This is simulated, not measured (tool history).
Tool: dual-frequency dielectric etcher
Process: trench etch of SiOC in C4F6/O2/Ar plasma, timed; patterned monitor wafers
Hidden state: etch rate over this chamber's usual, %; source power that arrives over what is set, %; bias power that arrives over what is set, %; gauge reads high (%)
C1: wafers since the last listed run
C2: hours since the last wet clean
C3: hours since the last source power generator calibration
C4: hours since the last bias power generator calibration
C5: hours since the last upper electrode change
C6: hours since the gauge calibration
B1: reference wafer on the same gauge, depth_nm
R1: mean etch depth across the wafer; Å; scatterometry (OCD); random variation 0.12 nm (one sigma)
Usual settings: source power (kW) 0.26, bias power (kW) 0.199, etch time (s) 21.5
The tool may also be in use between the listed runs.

{"run": 1, "hour": 0.0, "source power (kW)": 0.26, "bias power (kW)": 0.199, "etch time (s)": 21.5, "C1": 0, "C2": 227, "C3": 4000.4, "C4": 1116.9, "C5": 2929.9, "C6": 329.2, "B1": 34.79, "R1": 378.8}
{"run": 2, "hour": 60.4, "source power (kW)": 0.26, "bias power (kW)": 0.199, "etch time (s)": 21.5, "C1": 630, "C2": 287.4, "C3": 4060.8, "C4": 1177.3, "C5": 2990.3, "C6": 389.6, "B1": 34.8, "R1": 381.1}
{"run": 3, "hour": 102.4, "source power (kW)": 0.26, "bias power (kW)": 0.199, "etch time (s)": 21.5, "C1": 438, "C2": 329.4, "C3": 4102.8, "C4": 1219.3, "C5": 3032.3, "C6": 431.6, "B1": 34.78, "R1": 383.5}
{"run": 4, "hour": 144.8, "source power (kW)": 0.26, "bias power (kW)": 0.199, "etch time (s)": 18, "C1": 442, "C2": 371.8, "C3": 4145.2, "C4": 1261.7, "C5": 3074.7, "C6": 474, "B1": 34.82, "R1": 321.6}
{"run": 5, "hour": 241.8, "source power (kW)": 0.26, "bias power (kW)": 0.199, "etch time (s)": 18, "C1": 1011, "C2": 468.8, "C3": 4242.2, "C4": 1358.7, "C5": 3171.7, "C6": 571, "B1": 34.79, "R1": 324}
{"hour": 281.0, "done": "wet clean of the chamber"}
{"run": 6, "hour": 336.9, "source power (kW)": 0.26, "bias power (kW)": 0.229, "etch time (s)": 25, "C1": 741, "C2": 55.9, "C3": 4337.3, "C4": 1453.8, "C5": 3266.8, "C6": 666.1, "B1": 34.79, "R1": 463}
{"hour": 376.7, "done": "upper electrode replaced"}
{"run": 7, "hour": 389.4, "source power (kW)": 0.26, "bias power (kW)": 0.237, "etch time (s)": 21.5, "C1": 297, "C2": 108.4, "C3": 4389.8, "C4": 1506.3, "C5": 12.7, "C6": 718.6, "B1": 34.81, "R1": 405.9}
{"run": 8, "hour": 458.9, "source power (kW)": 0.26, "bias power (kW)": 0.237, "etch time (s)": 21.5, "C1": 724, "C2": 177.9, "C3": 4459.3, "C4": 1575.8, "C5": 82.2, "C6": 788.1, "B1": 34.81, "R1": 406.8}
{"run": 9, "hour": 532.8, "source power (kW)": 0.26, "bias power (kW)": 0.199, "etch time (s)": 16, "C1": 770, "C2": 251.8, "C3": 4533.2, "C4": 1649.7, "C5": 156.1, "C6": 862, "B1": 34.8, "R1": 285.6}
{"hour": 553.3, "done": "source power generator calibrated"}
{"hour": 594.6, "done": "bias power generator calibrated"}
{"run": 10, "hour": 632.2, "source power (kW)": 0.28, "bias power (kW)": 0.166, "etch time (s)": 16, "C1": 953, "C2": 351.2, "C3": 78.9, "C4": 37.6, "C5": 255.5, "C6": 961.4, "B1": 34.81, "R1": 276.4}
{"run": 11, "hour": 720.3, "source power (kW)": 0.28, "bias power (kW)": 0.166, "etch time (s)": 16, "C1": 919, "C2": 439.3, "C3": 167, "C4": 125.7, "C5": 343.6, "C6": 1049.5, "B1": 34.8, "R1": 278.4}
{"hour": 800.6, "done": "wet clean of the chamber"}
{"run": 12, "hour": 825.0, "source power (kW)": 0.28, "bias power (kW)": 0.166, "etch time (s)": 16, "C1": 841, "C2": 24.4, "C3": 271.7, "C4": 230.4, "C5": 448.3, "C6": 1154.2, "B1": 34.8, "R1": 270}

The next listed run, before its measurement:
{"hour": 869.2, "done": "gauge calibrated"}
{"run": 13, "hour": 880.8, "source power (kW)": 0.22, "bias power (kW)": 0.199, "etch time (s)": 18.5, "C1": 582, "C2": 80.2, "C3": 327.5, "C4": 286.2, "C5": 504.1, "C6": 11.6, "B1": "?", "R1": "?"}

Run 13 gave B1 34.8, R1 299.8 Å.
Without the tool's hidden state the same run would have given R1 298.3 Å.

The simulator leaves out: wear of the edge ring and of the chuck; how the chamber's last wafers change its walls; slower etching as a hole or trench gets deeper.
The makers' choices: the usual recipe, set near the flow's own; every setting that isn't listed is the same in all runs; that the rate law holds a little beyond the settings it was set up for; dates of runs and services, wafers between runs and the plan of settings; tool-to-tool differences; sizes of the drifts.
